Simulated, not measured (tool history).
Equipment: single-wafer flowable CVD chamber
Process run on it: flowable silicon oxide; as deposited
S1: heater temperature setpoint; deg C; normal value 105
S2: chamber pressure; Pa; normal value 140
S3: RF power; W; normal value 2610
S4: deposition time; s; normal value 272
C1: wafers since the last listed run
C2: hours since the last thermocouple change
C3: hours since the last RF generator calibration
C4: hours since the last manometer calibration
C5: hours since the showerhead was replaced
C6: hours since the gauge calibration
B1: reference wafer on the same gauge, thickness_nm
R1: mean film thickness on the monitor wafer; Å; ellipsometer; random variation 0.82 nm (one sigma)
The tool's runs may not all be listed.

run 1 day=0.000 | S1=105 S2=140 S3=2610 S4=272 | C1=0 C2=1505.3 C3=1979.5 C4=904.9 C5=2629.5 C6=2333.1 | B1=252.311 | R1=2106.78
run 2 day=4.162 | S1=105 S2=140 S3=2610 S4=272 | C1=444 C2=1605.2 C3=2079.4 C4=1004.8 C5=2729.4 C6=2433.0 | B1=251.875 | R1=2112.23
run 3 day=7.254 | S1=105 S2=140 S3=2610 S4=272 | C1=330 C2=1679.4 C3=2153.6 C4=1079.0 C5=2803.6 C6=2507.2 | B1=251.930 | R1=2111.39
-- day=10.817 capacitance manometer re-zeroed and calibrated
run 4 day=11.017 | S1=105 S2=140 S3=2610 S4=272 | C1=366 C2=1769.7 C3=2243.9 C4=4.8 C5=2893.9 C6=2597.5 | B1=252.155 | R1=2177.74
-- day=12.400 thermocouple changed; heater temperature recalibrated
run 5 day=14.588 | S1=105 S2=152 S3=2610 S4=272 | C1=345 C2=52.5 C3=2329.6 C4=90.5 C5=2979.6 C6=2683.2 | B1=251.842 | R1=2313.58
run 6 day=18.608 | S1=105 S2=140 S3=2610 S4=272 | C1=429 C2=149.0 C3=2426.1 C4=187.0 C5=3076.1 C6=2779.7 | B1=251.642 | R1=2149.77
run 7 day=22.221 | S1=105 S2=140 S3=2610 S4=272 | C1=385 C2=235.7 C3=2512.8 C4=273.7 C5=3162.8 C6=2866.4 | B1=251.835 | R1=2163.68
run 8 day=24.208 | S1=105 S2=140 S3=2610 S4=272 | C1=212 C2=283.4 C3=2560.5 C4=321.4 C5=3210.5 C6=2914.1 | B1=252.086 | R1=2147.12
-- day=27.067 RF generator calibrated
run 9 day=27.846 | S1=105 S2=140 S3=2610 S4=272 | C1=352 C2=370.7 C3=18.7 C4=408.7 C5=3297.8 C6=3001.4 | B1=251.563 | R1=2128.32
run 10 day=30.375 | S1=105 S2=140 S3=2610 S4=272 | C1=270 C2=431.4 C3=79.4 C4=469.4 C5=3358.5 C6=3062.1 | B1=251.975 | R1=2139.73
run 11 day=33.204 | S1=99 S2=140 S3=2610 S4=272 | C1=302 C2=499.3 C3=147.3 C4=537.3 C5=3426.4 C6=3130.0 | B1=251.902 | R1=2565.50
-- day=34.717 gauge calibrated
run 12 day=36.279 | S1=99 S2=140 S3=2610 S4=272 | C1=328 C2=573.1 C3=221.1 C4=611.1 C5=3500.2 C6=37.5 | B1=252.384 | R1=2558.66
run 13 day=38.500 | S1=105 S2=120 S3=2090 S4=272 | C1=237 C2=626.4 C3=274.4 C4=664.4 C5=3553.5 C6=90.8 | B1=252.279 | R1=1781.63
run 14 day=40.129 | S1=97 S2=140 S3=2375 S4=272 | C1=174 C2=665.5 C3=313.5 C4=703.5 C5=3592.6 C6=129.9 | B1=251.746 | R1=2683.87
run 15 day=42.267 | S1=105 S2=140 S3=2610 S4=272 | C1=228 C2=716.8 C3=364.8 C4=754.8 C5=3643.9 C6=181.2 | B1=252.124 | R1=2109.81
run 16 day=45.488 | S1=105 S2=140 S3=2610 S4=272 | C1=344 C2=794.1 C3=442.1 C4=832.1 C5=3721.2 C6=258.5 | B1=252.025 | R1=2107.73
run 17 day=47.375 | S1=105 S2=140 S3=2610 S4=272 | C1=201 C2=839.4 C3=487.4 C4=877.4 C5=3766.5 C6=303.8 | B1=252.081 | R1=2095.51
-- day=49.033 showerhead replaced
run 18 day=49.792 | S1=105 S2=161 S3=2610 S4=272 | C1=222 C2=897.4 C3=545.4 C4=935.4 C5=18.2 C6=361.8 | B1=251.733 | R1=2371.96
run 19 day=53.242 | S1=114 S2=127 S3=2275 S4=272 | C1=368 C2=980.2 C3=628.2 C4=1018.2 C5=101.0 C6=444.6 | B1=252.100 | R1=1431.57
-- day=55.992 capacitance manometer re-zeroed and calibrated
run 20 day=57.621 | S1=117 S2=140 S3=2610 S4=322 | C1=432 C2=1085.3 C3=733.3 C4=39.1 C5=206.1 C6=549.7 | B1=251.578 | R1=1808.76
run 21 day=59.558 | S1=105 S2=140 S3=2610 S4=272 | C1=206 C2=1131.8 C3=779.8 C4=85.6 C5=252.6 C6=596.2 | B1=252.156 | R1=2184.72
run 22 day=63.800 | S1=94 S2=124 S3=2230 S4=288 | C1=453 C2=1233.6 C3=881.6 C4=187.4 C5=354.4 C6=698.0 | B1=252.201 | R1=2841.29
run 23 day=65.588 | S1=115 S2=116 S3=2610 S4=272 | C1=190 C2=1276.5 C3=924.5 C4=230.3 C5=397.3 C6=740.9 | B1=251.826 | R1=1357.32
run 24 day=68.267 | S1=105 S2=161 S3=2395 S4=227 | C1=286 C2=1340.8 C3=988.8 C4=294.6 C5=461.6 C6=805.2 | B1=252.151 | R1=1996.27
run 25 day=70.325 | S1=105 S2=127 S3=2610 S4=272 | C1=219 C2=1390.2 C3=1038.2 C4=344.0 C5=511.0 C6=854.6 | B1=252.087 | R1=1972.86
run 26 day=72.579 | S1=105 S2=153 S3=2800 S4=272 | C1=240 C2=1444.3 C3=1092.3 C4=398.1 C5=565.1 C6=908.7 | B1=252.065 | R1=2346.27
run 27 day=76.129 | S1=105 S2=125 S3=2935 S4=308 | C1=379 C2=1529.5 C3=1177.5 C4=483.3 C5=650.3 C6=993.9 | B1=252.321 | R1=2234.14
run 28 day=77.917 | S1=105 S2=153 S3=2250 S4=320 | C1=190 C2=1572.4 C3=1220.4 C4=526.2 C5=693.2 C6=1036.8 | B1=251.668 | R1=2661.91
-- day=79.421 thermocouple changed; heater temperature recalibrated
run 29 day=81.012 | S1=105 S2=168 S3=2610 S4=301 | C1=295 C2=38.2 C3=1294.7 C4=600.5 C5=767.5 C6=1111.1 | B1=251.933 | R1=2775.05

Table of differences, measured result less the result of that run with no hidden state. Run-to-run variation is the same in both. Gauge scatter possibly is not:
Hidden state at play: wafer temperature above the value expected at the setpoint (K); delivered RF power above the setpoint (%); true pressure above the setpoint (%); gauge reads high (%).
run=1 R1=-63.95
run=2 R1=-72.33
run=3 R1=-78.43
run=4 R1=-11.93
run=5 R1=-19.40
run=6 R1=-25.32
run=7 R1=-32.54
run=8 R1=-36.17
run=9 R1=-42.91
run=10 R1=-48.09
run=11 R1=-64.34
run=12 R1=-71.45
run=13 R1=-55.27
run=14 R1=-84.56
run=15 R1=-70.68
run=16 R1=-76.99
run=17 R1=-80.26
run=18 R1=-90.11
run=19 R1=-64.30
run=20 R1=+2.04
run=21 R1=-0.95
run=22 R1=-12.01
run=23 R1=-7.89
run=24 R1=-14.97
run=25 R1=-19.83
run=26 R1=-25.89
run=27 R1=-34.14
run=28 R1=-41.10
run=29 R1=-49.99
